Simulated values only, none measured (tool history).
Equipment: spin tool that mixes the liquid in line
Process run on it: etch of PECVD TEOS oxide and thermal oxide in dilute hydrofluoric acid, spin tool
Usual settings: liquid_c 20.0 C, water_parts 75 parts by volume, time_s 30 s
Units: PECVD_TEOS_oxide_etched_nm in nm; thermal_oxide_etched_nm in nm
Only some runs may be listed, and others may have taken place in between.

| run | hour | liquid_c | water_parts | time_s | read-back film thickness of the PECVD TEOS oxide reference wafer, read on the same gauge (nm) | read-back film thickness of the thermal oxide reference wafer, read on the same gauge (nm) | PECVD_TEOS_oxide_etched_nm | thermal_oxide_etched_nm |
|---|---|---|---|---|---|---|---|---|
| 1 | 0.0 | 20.0 | 75 | 30 | 89.97 | 90.006 | 5.36 | 1.540 |
| 2 | 9.2 | 20.0 | 75 | 35 | 90.02 | 90.028 | 6.22 | 1.763 |
| 3 | 21.4 | 20.0 | 75 | 35 | 90.01 | 90.019 | 6.28 | 1.835 |
| 4 | 74.7 | 20.0 | 75 | 30 | 89.96 | 89.992 | 5.36 | 1.580 |
|  | 77.8 | thermometer replaced |
| 5 | 84.5 | 20.0 | 75 | 30 | 89.98 | 90.011 | 5.35 | 1.498 |
| 6 | 94.1 | 22.0 | 75 | 30 | 89.98 | 90.031 | 5.77 | 1.709 |
| 7 | 111.9 | 18.0 | 100 | 30 | 89.95 | 89.973 | 3.59 | 1.046 |
| 8 | 119.6 | 24.5 | 105 | 20 | 90.05 | 89.997 | 2.94 | 0.875 |
| 9 | 131.8 | 20.0 | 75 | 30 | 90.01 | 89.981 | 5.36 | 1.580 |
|  | 142.6 | gauge calibrated |
| 10 | 147.7 | 20.0 | 75 | 30 | 90.00 | 89.987 | 5.33 | 1.540 |
|  | 162.9 | hydrofluoric acid flow meter replaced |
| 11 | 165.1 | 24.0 | 75 | 15 | 89.98 | 89.964 | 3.12 | 0.906 |
| 12 | 178.4 | 18.5 | 75 | 40 | 90.01 | 89.989 | 6.69 | 1.873 |
| 13 | 192.1 | 17.0 | 55 | 30 | 90.04 | 89.995 | 6.59 | 1.974 |
| 14 | 201.6 | 17.0 | 75 | 30 | 90.02 | 90.003 | 4.71 | 1.369 |
| 15 | 217.4 | 20.0 | 75 | 30 | 90.02 | 89.990 | 5.36 | 1.479 |
| 16 | 225.7 | 20.0 | 45 | 30 | 90.00 | 90.006 | 9.26 | 2.736 |
| 17 | 242.6 | 20.0 | 75 | 40 | 90.01 | 90.029 | 7.18 | 2.098 |
| 18 | 260.3 | 20.0 | 75 | 30 | 90.02 | 89.988 | 5.32 | 1.593 |
| 19 | 272.4 | 18.5 | 40 | 15 | 90.01 | 89.984 | 4.89 | 1.433 |
| 20 | 287.4 | 21.5 | 75 | 30 | 90.01 | 89.994 | 5.72 | 1.737 |
| 21 | 296.9 | 17.0 | 75 | 15 | 90.04 | 89.985 | 2.34 | 0.678 |
| 22 | 310.9 | 24.0 | 100 | 45 | 90.04 | 90.003 | 6.92 | 2.031 |
| 23 | 318.2 | 18.0 | 75 | 30 | 90.01 | 90.018 | 4.96 | 1.442 |
| 24 | 328.2 | 20.0 | 65 | 30 | 90.04 | 89.969 | 6.19 | 1.780 |
| 25 | 335.0 | 20.0 | 75 | 30 | 90.04 | 89.984 | 5.39 | 1.526 |
| 26 | 344.3 | 20.0 | 75 | 30 | 89.99 | 89.999 | 5.36 | 1.551 |

Run-by-run hidden state of the tool:
liquid hotter than its thermometer reads (K): 0 on each run
hydrofluoric acid flow above the setpoint (%): 0 on each run
gauge reads high (%): 0 on each run

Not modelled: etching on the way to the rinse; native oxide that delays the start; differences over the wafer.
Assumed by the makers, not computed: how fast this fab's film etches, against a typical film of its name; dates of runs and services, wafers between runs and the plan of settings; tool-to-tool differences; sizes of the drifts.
